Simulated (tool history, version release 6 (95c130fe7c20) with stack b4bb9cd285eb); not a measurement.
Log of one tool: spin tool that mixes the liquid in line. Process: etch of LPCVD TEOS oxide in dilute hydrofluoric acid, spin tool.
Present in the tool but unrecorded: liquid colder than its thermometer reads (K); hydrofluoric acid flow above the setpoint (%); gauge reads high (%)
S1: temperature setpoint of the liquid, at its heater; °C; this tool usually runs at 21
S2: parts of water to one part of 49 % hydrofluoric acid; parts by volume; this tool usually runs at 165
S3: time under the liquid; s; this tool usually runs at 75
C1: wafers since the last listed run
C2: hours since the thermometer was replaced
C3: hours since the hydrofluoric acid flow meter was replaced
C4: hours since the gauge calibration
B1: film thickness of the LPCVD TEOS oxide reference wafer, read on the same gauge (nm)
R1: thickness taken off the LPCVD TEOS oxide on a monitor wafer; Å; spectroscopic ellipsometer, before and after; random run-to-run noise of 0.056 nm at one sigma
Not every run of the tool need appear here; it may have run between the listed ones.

run,hour,S1,S2,S3,C1,C2,C3,C4,B1,R1
1,0,21,165,75,0,2852,349.6,303.7,40.02,106.4
2,70.2,21,165,75,828,2922.2,419.8,373.9,40.04,106.3
3,98.4,21,165,75,332,2950.4,448,402.1,40.02,106.5
# hour 122.5: gauge calibrated
4,163.6,21,165,75,769,3015.6,513.2,41.1,40.01,107.1
5,191.3,21,165,75,326,3043.3,540.9,68.8,40,106.9
6,257.9,21,165,75,785,3109.9,607.5,135.4,40.04,108.3
7,292.4,21,165,75,406,3144.4,642,169.9,40.01,107.7
# hour 319.9: hydrofluoric acid flow meter replaced
8,353.7,21,165,75,711,3205.7,33.8,231.2,40,101.8
# hour 422.2: thermometer replaced
9,423.3,24.5,190,75,809,1.1,103.4,300.8,40,109.7
10,453.8,21,165,75,359,31.6,133.9,331.3,39.96,115.1
11,505.4,21,105,115,608,83.2,185.5,382.9,40,298.5
12,544.6,17,165,75,462,122.4,224.7,422.1,40.03,99.1
# hour 546.3: gauge calibrated
13,609.1,17,225,75,760,186.9,289.2,62.8,39.99,68.7
14,634.2,18.5,135,75,296,212,314.3,87.9,39.99,131.7
15,680.7,18.5,225,110,548,258.5,360.8,134.4,40.03,108
16,712.1,18.5,165,75,370,289.9,392.2,165.8,40.01,105.8

Each row is a separate what-if for the run after 16, all from the same tool condition, not one after another. Results?
A,712.5,21,165,75,4,290.3,392.6,166.2,?,?
B,712.5,21,105,75,4,290.3,392.6,166.2,?,?
C,712.5,25.5,165,35,4,290.3,392.6,166.2,?,?
D,712.5,17,115,50,4,290.3,392.6,166.2,?,?

run,B1,R1
A,39.98,116.9
B,39.98,195.5
C,39.98,64.8
D,39.98,99.8
With the hidden condition removed and each run's random variation left untouched, the same runs would have given:
run,R1
A,114
B,191.3
C,63.2
D,97.7
